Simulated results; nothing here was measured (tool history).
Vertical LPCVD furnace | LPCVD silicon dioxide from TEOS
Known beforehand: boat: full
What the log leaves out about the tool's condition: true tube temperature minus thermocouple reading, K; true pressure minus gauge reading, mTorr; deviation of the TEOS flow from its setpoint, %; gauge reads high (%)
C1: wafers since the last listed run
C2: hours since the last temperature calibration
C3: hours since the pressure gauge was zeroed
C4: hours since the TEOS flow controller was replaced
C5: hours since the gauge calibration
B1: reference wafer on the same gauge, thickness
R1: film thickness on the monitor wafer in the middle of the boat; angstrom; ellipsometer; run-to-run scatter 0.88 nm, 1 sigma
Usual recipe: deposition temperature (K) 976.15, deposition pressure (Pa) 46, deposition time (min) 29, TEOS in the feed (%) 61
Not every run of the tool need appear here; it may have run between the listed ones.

run 1 hour=0 | deposition_temperature_(K)=976.15 deposition_pressure_(Pa)=46 deposition_time_(min)=29 TEOS_in_the_feed_(%)=61 | C1=0 C2=649.3 C3=1024.6 C4=3929.1 C5=1018.6 | B1=203.16 | R1=2209.4
run 2 hour=100.6 | deposition_temperature_(K)=976.15 deposition_pressure_(Pa)=46 deposition_time_(min)=29 TEOS_in_the_feed_(%)=61 | C1=1064 C2=749.9 C3=1125.2 C4=4029.7 C5=1119.2 | B1=202.74 | R1=2240.3
run 3 hour=138 | deposition_temperature_(K)=976.15 deposition_pressure_(Pa)=46 deposition_time_(min)=29 TEOS_in_the_feed_(%)=61 | C1=395 C2=787.3 C3=1162.6 C4=4067.1 C5=1156.6 | B1=203.13 | R1=2226.7
run 4 hour=191.2 | deposition_temperature_(K)=976.15 deposition_pressure_(Pa)=46 deposition_time_(min)=29 TEOS_in_the_feed_(%)=61 | C1=562 C2=840.5 C3=1215.8 C4=4120.3 C5=1209.8 | B1=203.13 | R1=2237.2
run 5 hour=238.5 | deposition_temperature_(K)=976.15 deposition_pressure_(Pa)=46 deposition_time_(min)=29 TEOS_in_the_feed_(%)=61 | C1=500 C2=887.8 C3=1263.1 C4=4167.6 C5=1257.1 | B1=203.04 | R1=2226.6
run 6 hour=485.8 | deposition_temperature_(K)=976.15 deposition_pressure_(Pa)=46 deposition_time_(min)=29 TEOS_in_the_feed_(%)=61 | C1=2616 C2=1135.1 C3=1510.4 C4=4414.9 C5=1504.4 | B1=202.87 | R1=2264.8
run 7 hour=548.4 | deposition_temperature_(K)=976.15 deposition_pressure_(Pa)=46 deposition_time_(min)=29 TEOS_in_the_feed_(%)=56 | C1=662 C2=1197.7 C3=1573 C4=4477.5 C5=1567 | B1=202.98 | R1=2141.8
run 8 hour=616.9 | deposition_temperature_(K)=976.15 deposition_pressure_(Pa)=46 deposition_time_(min)=29 TEOS_in_the_feed_(%)=56 | C1=724 C2=1266.2 C3=1641.5 C4=4546 C5=1635.5 | B1=202.92 | R1=2162.9
run 9 hour=670.5 | deposition_temperature_(K)=976.15 deposition_pressure_(Pa)=46 deposition_time_(min)=29 TEOS_in_the_feed_(%)=56 | C1=567 C2=1319.8 C3=1695.1 C4=4599.6 C5=1689.1 | B1=202.97 | R1=2184.3
run 10 hour=774.4 | deposition_temperature_(K)=976.15 deposition_pressure_(Pa)=46 deposition_time_(min)=29 TEOS_in_the_feed_(%)=61 | C1=1099 C2=1423.7 C3=1799 C4=4703.5 C5=1793 | B1=202.95 | R1=2282.2
run 11 hour=837.8 | deposition_temperature_(K)=976.15 deposition_pressure_(Pa)=46 deposition_time_(min)=29 TEOS_in_the_feed_(%)=61 | C1=670 C2=1487.1 C3=1862.4 C4=4766.9 C5=1856.4 | B1=202.87 | R1=2289.6
run 12 hour=884.6 | deposition_temperature_(K)=976.15 deposition_pressure_(Pa)=54 deposition_time_(min)=24 TEOS_in_the_feed_(%)=69 | C1=495 C2=1533.9 C3=1909.2 C4=4813.7 C5=1903.2 | B1=202.95 | R1=2176.5
run 13 hour=952.1 | deposition_temperature_(K)=976.15 deposition_pressure_(Pa)=46 deposition_time_(min)=29 TEOS_in_the_feed_(%)=61 | C1=714 C2=1601.4 C3=1976.7 C4=4881.2 C5=1970.7 | B1=203.03 | R1=2294.2
-- hour=977.9 gauge calibrated
-- hour=987.6 thermocouples replaced and temperature profile calibrated
-- hour=1109.1 TEOS flow controller replaced
run 14 hour=1232.4 | deposition_temperature_(K)=981.15 deposition_pressure_(Pa)=54.7 deposition_time_(min)=19 TEOS_in_the_feed_(%)=68 | C1=2457 C2=244.8 C3=2257 C4=123.3 C5=254.5 | B1=202.98 | R1=1873.9
run 15 hour=1314.8 | deposition_temperature_(K)=976.15 deposition_pressure_(Pa)=46 deposition_time_(min)=29 TEOS_in_the_feed_(%)=61 | C1=871 C2=327.2 C3=2339.4 C4=205.7 C5=336.9 | B1=203.09 | R1=2203.3
-- hour=1364.1 pressure gauge zeroed
run 16 hour=1394.4 | deposition_temperature_(K)=969.15 deposition_pressure_(Pa)=35.3 deposition_time_(min)=33 TEOS_in_the_feed_(%)=56 | C1=588 C2=406.8 C3=30.3 C4=285.3 C5=416.5 | B1=203.04 | R1=1754.7
run 17 hour=1438.4 | deposition_temperature_(K)=972.15 deposition_pressure_(Pa)=56.7 deposition_time_(min)=19 TEOS_in_the_feed_(%)=55 | C1=465 C2=450.8 C3=74.3 C4=329.3 C5=460.5 | B1=202.81 | R1=1369.7
run 18 hour=1481.1 | deposition_temperature_(K)=967.15 deposition_pressure_(Pa)=46 deposition_time_(min)=35 TEOS_in_the_feed_(%)=61 | C1=451 C2=493.5 C3=117 C4=372 C5=503.2 | B1=203.12 | R1=2126.1
run 19 hour=1546.6 | deposition_temperature_(K)=976.15 deposition_pressure_(Pa)=46 deposition_time_(min)=23.5 TEOS_in_the_feed_(%)=54 | C1=692 C2=559 C3=182.5 C4=437.5 C5=568.7 | B1=202.96 | R1=1671.7
run 20 hour=1634.2 | deposition_temperature_(K)=976.15 deposition_pressure_(Pa)=46 deposition_time_(min)=29 TEOS_in_the_feed_(%)=61 | C1=926 C2=646.6 C3=270.1 C4=525.1 C5=656.3 | B1=202.8 | R1=2199.3
run 21 hour=1733.6 | deposition_temperature_(K)=966.15 deposition_pressure_(Pa)=46 deposition_time_(min)=29 TEOS_in_the_feed_(%)=54 | C1=1051 C2=746 C3=369.5 C4=624.5 C5=755.7 | B1=202.97 | R1=1643.2
run 22 hour=1795.1 | deposition_temperature_(K)=976.15 deposition_pressure_(Pa)=46 deposition_time_(min)=29 TEOS_in_the_feed_(%)=61 | C1=650 C2=807.5 C3=431 C4=686 C5=817.2 | B1=202.98 | R1=2208.8
run 23 hour=1900.4 | deposition_temperature_(K)=976.15 deposition_pressure_(Pa)=46 deposition_time_(min)=24.5 TEOS_in_the_feed_(%)=55 | C1=1114 C2=912.8 C3=536.3 C4=791.3 C5=922.5 | B1=203.12 | R1=1780.5

For each run, what was the tool's unlogged condition?
deviation of the TEOS flow from its setpoint, %: 0 in every run
gauge reads high (%): 0 in every run
H1: true tube temperature minus thermocouple reading, K
H2: true pressure minus gauge reading, mTorr
run=1 H1=0.437 H2=11.5
run=2 H1=0.512 H2=12.1
run=3 H1=0.542 H2=12.3
run=4 H1=0.588 H2=12.5
run=5 H1=0.632 H2=12.7
run=6 H1=0.898 H2=13.7
run=7 H1=0.976 H2=13.8
run=8 H1=1.07 H2=14
run=9 H1=1.14 H2=14.2
run=10 H1=1.29 H2=14.4
run=11 H1=1.39 H2=14.5
run=12 H1=1.46 H2=14.6
run=13 H1=1.58 H2=14.7
run=14 H1=0.28 H2=15.1
run=15 H1=0.305 H2=15.2
run=16 H1=0.336 H2=-2.69
run=17 H1=0.356 H2=-1.65
run=18 H1=0.377 H2=-0.703
run=19 H1=0.414 H2=0.645
run=20 H1=0.47 H2=2.27
run=21 H1=0.544 H2=3.88
run=22 H1=0.595 H2=4.77
run=23 H1=0.691 H2=6.13
